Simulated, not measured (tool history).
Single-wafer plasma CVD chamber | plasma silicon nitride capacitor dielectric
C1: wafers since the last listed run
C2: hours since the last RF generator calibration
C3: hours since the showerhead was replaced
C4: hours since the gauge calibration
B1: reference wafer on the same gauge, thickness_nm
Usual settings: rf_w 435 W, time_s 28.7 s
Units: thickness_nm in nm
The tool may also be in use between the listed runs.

Run 1, hour 0: usual settings; C1 0; C2 1012; C3 5481.7; C4 61.8; B1 41.394. Result: thickness_nm 42.939 nm.
Run 2, hour 15.1: usual settings; C1 343; C2 1027.1; C3 5496.8; C4 76.9; B1 41.384. Result: thickness_nm 43.007 nm.
Run 3, hour 26.8: usual settings but rf_w 410 W; C1 266; C2 1038.8; C3 5508.5; C4 88.6; B1 41.381. Result: thickness_nm 41.922 nm.
Run 4, hour 37.3: usual settings but rf_w 410 W; C1 238; C2 1049.3; C3 5519; C4 99.1; B1 41.437. Result: thickness_nm 41.922 nm.
Run 5, hour 43.6: usual settings; C1 143; C2 1055.6; C3 5525.3; C4 105.4; B1 41.355. Result: thickness_nm 42.859 nm.
Run 6, hour 93.8: usual settings; C1 1141; C2 1105.8; C3 5575.5; C4 155.6; B1 41.416. Result: thickness_nm 42.736 nm.
Run 7, hour 107.3: usual settings; C1 306; C2 1119.3; C3 5589; C4 169.1; B1 41.391. Result: thickness_nm 42.623 nm.
At hour 116.4: RF generator calibrated.
Run 8, hour 118.3: usual settings but rf_w 480 W; C1 68; C2 1.9; C3 5600; C4 180.1; B1 41.368. Result: thickness_nm 45.263 nm.
Run 9, hour 125.6: usual settings but rf_w 480 W; C1 165; C2 9.2; C3 5607.3; C4 187.4; B1 41.43. Result: thickness_nm 45.342 nm.
At hour 137.2: gauge calibrated.
Run 10, hour 138.2: usual settings but rf_w 480 W; C1 286; C2 21.8; C3 5619.9; C4 1; B1 41.363. Result: thickness_nm 45.342 nm.
At hour 153.8: showerhead replaced.
Run 11, hour 154.3: usual settings but time_s 26.6 s; C1 184; C2 37.9; C3 0.5; C4 17.1; B1 41.412. Result: thickness_nm 40.495 nm.
Run 12, hour 175.3: usual settings but time_s 26.6 s; C1 477; C2 58.9; C3 21.5; C4 38.1; B1 41.371. Result: thickness_nm 40.594 nm.
Run 13, hour 187.8: usual settings but rf_w 355 W, time_s 24.6 s; C1 284; C2 71.4; C3 34; C4 50.6; B1 41.395. Result: thickness_nm 34.9 nm.
Run 14, hour 200: usual settings; C1 277; C2 83.6; C3 46.2; C4 62.8; B1 41.448. Result: thickness_nm 43.714 nm.
Run 15, hour 216.3: usual settings but rf_w 375 W, time_s 26.5 s; C1 370; C2 99.9; C3 62.5; C4 79.1; B1 41.403. Result: thickness_nm 38.275 nm.
Run 16, hour 224.3: usual settings but rf_w 360 W, time_s 23.3 s; C1 181; C2 107.9; C3 70.5; C4 87.1; B1 41.39. Result: thickness_nm 33.267 nm.
Run 17, hour 241.2: usual settings; C1 384; C2 124.8; C3 87.4; C4 104; B1 41.373. Result: thickness_nm 43.784 nm.
Run 18, hour 247.6: usual settings; C1 145; C2 131.2; C3 93.8; C4 110.4; B1 41.411. Result: thickness_nm 43.812 nm.
Run 19, hour 262.4: usual settings but time_s 30.7 s; C1 336; C2 146; C3 108.6; C4 125.2; B1 41.403. Result: thickness_nm 46.693 nm.
Run 20, hour 275.8: usual settings but rf_w 360 W, time_s 32.1 s; C1 304; C2 159.4; C3 122; C4 138.6; B1 41.425. Result: thickness_nm 45.577 nm.
Run 21, hour 289.8: usual settings but time_s 27.1 s; C1 318; C2 173.4; C3 136; C4 152.6; B1 41.414. Result: thickness_nm 41.256 nm.
Run 22, hour 300.5: usual settings; C1 243; C2 184.1; C3 146.7; C4 163.3; B1 41.42. Result: thickness_nm 43.731 nm.
Run 23, hour 313.9: usual settings but time_s 33 s; C1 304; C2 197.5; C3 160.1; C4 176.7; B1 41.394. Result: thickness_nm 50.27 nm.
Run 24, hour 326.1: usual settings but rf_w 390 W; C1 277; C2 209.7; C3 172.3; C4 188.9; B1 41.407. Result: thickness_nm 42.132 nm.

Forecast each of these 5 alternatives for the next run:
Run A, hour 326.5: usual settings; C1 9; C2 210.1; C3 172.7; C4 189.3; B1 ?. Result: thickness_nm ?.
Run B, hour 326.5: usual settings but time_s 25.1 s; C1 9; C2 210.1; C3 172.7; C4 189.3; B1 ?. Result: thickness_nm ?.
Run C, hour 326.5: usual settings but time_s 34.1 s; C1 9; C2 210.1; C3 172.7; C4 189.3; B1 ?. Result: thickness_nm ?.
Run D, hour 326.5: usual settings but rf_w 460 W, time_s 33.3 s; C1 9; C2 210.1; C3 172.7; C4 189.3; B1 ?. Result: thickness_nm ?.
Run E, hour 326.5: usual settings but rf_w 395 W, time_s 23.4 s; C1 9; C2 210.1; C3 172.7; C4 189.3; B1 ?. Result: thickness_nm ?.

run      B1  thickness_nm
  A  41.433        43.705
  B  41.433        38.223
  C  41.433        51.928
  D  41.433         51.71
  E  41.433        34.437
Without the tool's hidden state the same runs would have given:
run  thickness_nm
  A        43.779
  B        38.288
  C        52.016
  D        51.798
  E        34.496

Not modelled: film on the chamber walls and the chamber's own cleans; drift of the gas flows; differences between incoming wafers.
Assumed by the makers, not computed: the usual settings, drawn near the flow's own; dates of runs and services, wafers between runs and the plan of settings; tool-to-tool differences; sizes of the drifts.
